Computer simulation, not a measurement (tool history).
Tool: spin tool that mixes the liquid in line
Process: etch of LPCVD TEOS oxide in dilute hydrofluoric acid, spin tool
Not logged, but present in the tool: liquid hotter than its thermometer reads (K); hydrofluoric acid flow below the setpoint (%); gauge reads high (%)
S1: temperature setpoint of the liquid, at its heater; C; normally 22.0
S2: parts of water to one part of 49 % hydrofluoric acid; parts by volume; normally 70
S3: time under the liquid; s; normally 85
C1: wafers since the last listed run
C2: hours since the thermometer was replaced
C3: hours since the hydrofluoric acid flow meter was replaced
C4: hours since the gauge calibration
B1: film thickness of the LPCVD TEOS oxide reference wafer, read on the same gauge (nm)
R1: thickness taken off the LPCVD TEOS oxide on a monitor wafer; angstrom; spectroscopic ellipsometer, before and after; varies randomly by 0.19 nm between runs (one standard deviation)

run 1 hour=0.0 | S1=22.0 S2=70 S3=85 | C1=0 C2=905.2 C3=818.8 C4=179.2 | B1=79.99 | R1=266.1
run 2 hour=16.0 | S1=22.0 S2=70 S3=85 | C1=189 C2=921.2 C3=834.8 C4=195.2 | B1=79.97 | R1=266.2
run 3 hour=28.7 | S1=22.0 S2=45 S3=115 | C1=150 C2=933.9 C3=847.5 C4=207.9 | B1=79.99 | R1=574.3
run 4 hour=46.3 | S1=22.0 S2=45 S3=115 | C1=208 C2=951.5 C3=865.1 C4=225.5 | B1=80.03 | R1=582.2
run 5 hour=97.0 | S1=22.0 S2=70 S3=85 | C1=599 C2=1002.2 C3=915.8 C4=276.2 | B1=79.95 | R1=266.2
run 6 hour=107.0 | S1=22.0 S2=70 S3=85 | C1=118 C2=1012.2 C3=925.8 C4=286.2 | B1=80.01 | R1=264.0
run 7 hour=117.5 | S1=22.0 S2=70 S3=85 | C1=124 C2=1022.7 C3=936.3 C4=296.7 | B1=80.03 | R1=264.8
run 8 hour=124.3 | S1=22.0 S2=70 S3=85 | C1=80 C2=1029.5 C3=943.1 C4=303.5 | B1=79.98 | R1=264.7
run 9 hour=131.6 | S1=22.0 S2=70 S3=85 | C1=86 C2=1036.8 C3=950.4 C4=310.8 | B1=80.03 | R1=262.4
run 10 hour=139.3 | S1=22.0 S2=70 S3=85 | C1=91 C2=1044.5 C3=958.1 C4=318.5 | B1=79.98 | R1=261.6
run 11 hour=146.6 | S1=22.0 S2=70 S3=85 | C1=86 C2=1051.8 C3=965.4 C4=325.8 | B1=79.99 | R1=265.6
run 12 hour=158.6 | S1=22.0 S2=70 S3=85 | C1=141 C2=1063.8 C3=977.4 C4=337.8 | B1=80.01 | R1=263.4
-- hour=163.2 gauge calibrated
run 13 hour=181.3 | S1=22.0 S2=70 S3=85 | C1=268 C2=1086.5 C3=1000.1 C4=18.1 | B1=80.06 | R1=263.1
run 14 hour=188.0 | S1=22.0 S2=70 S3=85 | C1=79 C2=1093.2 C3=1006.8 C4=24.8 | B1=79.99 | R1=258.3
run 15 hour=196.5 | S1=24.5 S2=70 S3=65 | C1=100 C2=1101.7 C3=1015.3 C4=33.3 | B1=79.98 | R1=223.3
run 16 hour=205.7 | S1=22.0 S2=90 S3=85 | C1=108 C2=1110.9 C3=1024.5 C4=42.5 | B1=79.98 | R1=198.8
run 17 hour=223.2 | S1=22.0 S2=70 S3=85 | C1=206 C2=1128.4 C3=1042.0 C4=60.0 | B1=80.01 | R1=261.3
run 18 hour=231.0 | S1=22.0 S2=70 S3=85 | C1=92 C2=1136.2 C3=1049.8 C4=67.8 | B1=80.02 | R1=260.4
run 19 hour=243.3 | S1=22.0 S2=70 S3=85 | C1=145 C2=1148.5 C3=1062.1 C4=80.1 | B1=79.98 | R1=258.5
-- hour=253.9 thermometer replaced
run 20 hour=260.3 | S1=22.0 S2=70 S3=115 | C1=189 C2=6.4 C3=1079.1 C4=97.1 | B1=79.98 | R1=328.1
run 21 hour=272.5 | S1=20.0 S2=70 S3=85 | C1=144 C2=18.6 C3=1091.3 C4=109.3 | B1=80.00 | R1=220.2
-- hour=274.2 hydrofluoric acid flow meter replaced
run 22 hour=284.0 | S1=18.0 S2=95 S3=55 | C1=124 C2=30.1 C3=9.8 C4=120.8 | B1=80.02 | R1=108.1
run 23 hour=292.7 | S1=22.0 S2=70 S3=85 | C1=102 C2=38.8 C3=18.5 C4=129.5 | B1=79.98 | R1=274.9
run 24 hour=340.0 | S1=25.0 S2=90 S3=120 | C1=559 C2=86.1 C3=65.8 C4=176.8 | B1=80.01 | R1=329.1
run 25 hour=351.0 | S1=20.0 S2=95 S3=110 | C1=130 C2=97.1 C3=76.8 C4=187.8 | B1=80.02 | R1=232.0
run 26 hour=361.6 | S1=19.0 S2=100 S3=70 | C1=125 C2=107.7 C3=87.4 C4=198.4 | B1=80.01 | R1=136.1
run 27 hour=374.2 | S1=22.0 S2=55 S3=85 | C1=149 C2=120.3 C3=100.0 C4=211.0 | B1=80.02 | R1=358.3
run 28 hour=380.5 | S1=22.0 S2=100 S3=85 | C1=74 C2=126.6 C3=106.3 C4=217.3 | B1=79.98 | R1=184.8
run 29 hour=397.2 | S1=23.5 S2=70 S3=85 | C1=197 C2=143.3 C3=123.0 C4=234.0 | B1=80.01 | R1=289.0

Hidden state, per run?
gauge reads high (%): 0, the same for each run
H1: liquid hotter than its thermometer reads (K)
H2: hydrofluoric acid flow below the setpoint (%)
run=1 H1=1.93 H2=10.1
run=2 H1=1.96 H2=10.3
run=3 H1=1.99 H2=10.4
run=4 H1=2.03 H2=10.6
run=5 H1=2.14 H2=11.3
run=6 H1=2.16 H2=11.4
run=7 H1=2.18 H2=11.5
run=8 H1=2.19 H2=11.6
run=9 H1=2.21 H2=11.7
run=10 H1=2.23 H2=11.8
run=11 H1=2.24 H2=11.9
run=12 H1=2.27 H2=12
run=13 H1=2.32 H2=12.3
run=14 H1=2.33 H2=12.4
run=15 H1=2.35 H2=12.5
run=16 H1=2.37 H2=12.6
run=17 H1=2.4 H2=12.8
run=18 H1=2.42 H2=12.9
run=19 H1=2.45 H2=13.1
run=20 H1=0.203 H2=13.3
run=21 H1=0.229 H2=13.4
run=22 H1=0.253 H2=1.33
run=23 H1=0.272 H2=1.43
run=24 H1=0.372 H2=2.01
run=25 H1=0.396 H2=2.15
run=26 H1=0.418 H2=2.28
run=27 H1=0.445 H2=2.43
run=28 H1=0.458 H2=2.51
run=29 H1=0.494 H2=2.71

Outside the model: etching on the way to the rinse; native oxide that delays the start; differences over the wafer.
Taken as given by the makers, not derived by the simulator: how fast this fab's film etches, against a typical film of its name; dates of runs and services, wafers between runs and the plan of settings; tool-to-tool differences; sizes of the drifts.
